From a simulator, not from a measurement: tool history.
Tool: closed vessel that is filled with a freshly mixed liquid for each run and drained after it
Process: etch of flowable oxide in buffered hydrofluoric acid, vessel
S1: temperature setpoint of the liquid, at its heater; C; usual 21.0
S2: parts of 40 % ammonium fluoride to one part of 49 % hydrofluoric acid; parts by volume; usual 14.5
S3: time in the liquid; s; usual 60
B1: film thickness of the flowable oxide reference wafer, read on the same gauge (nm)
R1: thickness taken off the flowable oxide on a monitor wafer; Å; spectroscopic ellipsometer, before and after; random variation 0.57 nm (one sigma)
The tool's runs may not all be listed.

Run 1, day 0.000: usual settings; B1 149.98. Result: R1 828.8 Å.
Run 2, day 2.604: usual settings; B1 150.02. Result: R1 827.5 Å.
Run 3, day 4.412: usual settings but S1 24.0 C; B1 150.00. Result: R1 968.6 Å.
Run 4, day 6.288: usual settings; B1 149.99. Result: R1 816.2 Å.
Run 5, day 13.733: usual settings; B1 150.00. Result: R1 820.1 Å.
At day 16.579: hydrofluoric acid flow meter replaced.
At day 16.975: thermometer replaced.
Run 6, day 17.012: usual settings but S2 16.5 parts by volume, S3 70 s; B1 150.00. Result: R1 767.8 Å.
Run 7, day 19.175: usual settings but S2 16.5 parts by volume, S3 70 s; B1 150.04. Result: R1 775.1 Å.
Run 8, day 22.850: usual settings but S1 22.5 C, S2 18.5 parts by volume, S3 45 s; B1 149.98. Result: R1 491.4 Å.
At day 24.850: hydrofluoric acid flow meter replaced, repeated, since the last time left the tool worse.
Run 9, day 26.783: usual settings; B1 150.04. Result: R1 881.7 Å.
At day 28.325: gauge calibrated.
Run 10, day 30.383: usual settings but S1 24.5 C; B1 150.01. Result: R1 1067.0 Å.
Run 11, day 34.342: usual settings but S1 23.0 C, S2 12.5 parts by volume, S3 75 s; B1 149.98. Result: R1 1403.9 Å.
Run 12, day 37.200: usual settings but S1 25.0 C, S2 19.0 parts by volume; B1 150.06. Result: R1 843.5 Å.
Run 13, day 39.229: usual settings; B1 149.95. Result: R1 869.5 Å.
Run 14, day 41.650: usual settings but S1 24.5 C, S3 75 s; B1 150.06. Result: R1 1321.2 Å.

Forecast each of these 5 alternatives for the next run:
Run A, day 41.679: usual settings but S2 10.5 parts by volume; B1 ?. Result: R1 ?.
Run B, day 41.679: usual settings but S3 80 s; B1 ?. Result: R1 ?.
Run C, day 41.679: usual settings but S1 24.5 C, S2 9.0 parts by volume, S3 30 s; B1 ?. Result: R1 ?.
Run D, day 41.679: usual settings but S1 17.0 C, S3 80 s; B1 ?. Result: R1 ?.
Run E, day 41.679: usual settings but S3 50 s; B1 ?. Result: R1 ?.

run      B1      R1
  A  150.02  1193.7
  B  150.02  1160.4
  C  150.02   814.3
  D  150.02   925.9
  E  150.02   725.2
Without the tool's hidden state the same runs would have given:
run      R1
  A  1208.8
  B  1175.2
  C   820.9
  D   937.7
  E   734.5
